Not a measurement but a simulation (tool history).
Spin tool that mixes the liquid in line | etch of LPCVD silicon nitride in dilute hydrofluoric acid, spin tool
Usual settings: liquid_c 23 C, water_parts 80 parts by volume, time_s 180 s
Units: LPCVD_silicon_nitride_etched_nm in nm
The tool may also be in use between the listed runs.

run   hour  liquid_c  water_parts  time_s  wafers since the last listed run  hours since the thermometer was replaced  hours since the hydrofluoric acid flow meter was replaced  hours since the gauge calibration  read-back film thickness of the LPCVD silicon nitride reference wafer, read on the same gauge (nm)  LPCVD_silicon_nitride_etched_nm
  1      0        23           80     180                                 0                                    1133.4                                                     2378.4                              174.3                                                                                             129.997                            1.124
  2   14.9        23           80     180                                57                                    1148.3                                                     2393.3                              189.2                                                                                             130.009                            1.136
  3   32.1        23           80     180                                66                                    1165.5                                                     2410.5                              206.4                                                                                             130.027                            1.106
  4   47.3        23           80     215                                58                                    1180.7                                                     2425.7                              221.6                                                                                              129.98                            1.319
      59.7  -- gauge calibrated
  5   64.6        23           55     225                                66                                      1198                                                       2443                                4.9                                                                                                 130                            2.071
  6   71.9        23           55     225                                28                                    1205.3                                                     2450.3                               12.2                                                                                             129.989                            2.051
  7   88.8        23           55     225                                65                                    1222.2                                                     2467.2                               29.1                                                                                             129.998                            2.032
  8  104.8        23           80     180                                61                                    1238.2                                                     2483.2                               45.1                                                                                             129.999                            1.149
     112.3  -- thermometer replaced
  9  116.2        23           80     180                                40                                       3.9                                                     2494.6                               56.5                                                                                             130.006                            1.148
     125.9  -- hydrofluoric acid flow meter replaced
 10  132.2        23           80     180                                58                                      19.9                                                        6.3                               72.5                                                                                             129.984                            1.133
 11  140.1        23           80     180                                30                                      27.8                                                       14.2                               80.4                                                                                             129.992                            1.126
 12    169        25           60     180                               111                                      56.7                                                       43.1                              109.3                                                                                              130.01                            1.662
 13  180.8        23           65     180                                45                                      68.5                                                       54.9                              121.1                                                                                             129.992                            1.383
 14  194.9        26           80     225                                54                                      82.6                                                         69                              135.2                                                                                             130.024                            1.702
 15  202.2        23           80     180                                28                                      89.9                                                       76.3                              142.5                                                                                             130.004                            1.128
 16  217.4        23           65     125                                58                                     105.1                                                       91.5                              157.7                                                                                             130.024                            0.965
 17  232.7        23           80     180                                59                                     120.4                                                      106.8                                173                                                                                             130.011                            1.128
     239.3  -- gauge calibrated
 18  243.3      18.5          115     270                                41                                       131                                                      117.4                                  4                                                                                             129.992                            0.877
 19  258.5        28          115     275                                58                                     146.2                                                      132.6                               19.2                                                                                             130.007                            1.687
 20  268.2        20           80     115                                37                                     155.9                                                      142.3                               28.9                                                                                             129.986                            0.574
 21  281.1        23           80     180                                49                                     168.8                                                      155.2                               41.8                                                                                             130.009                            1.145
 22  289.3        28           45     180                                31                                       177                                                      163.4                                 50                                                                                             129.994                            2.743
 23  300.4        20           80     115                                42                                     188.1                                                      174.5                               61.1                                                                                             129.995                            0.574
 24  314.3        20          115     180                                53                                       202                                                      188.4                                 75                                                                                             130.002                            0.654

How the hidden state differs across the entries between the runs, from the last listed run before each to the first after it:
Between runs 4 and 5: gauge calibrated (hour 59.7)
  no hidden state differs between the two runs
Between runs 8 and 9: thermometer replaced (hour 112.3)
  no hidden state differs between the two runs
Between runs 9 and 10: hydrofluoric acid flow meter replaced (hour 125.9)
  no hidden state differs between the two runs
Between runs 17 and 18: gauge calibrated (hour 239.3)
  no hidden state differs between the two runs
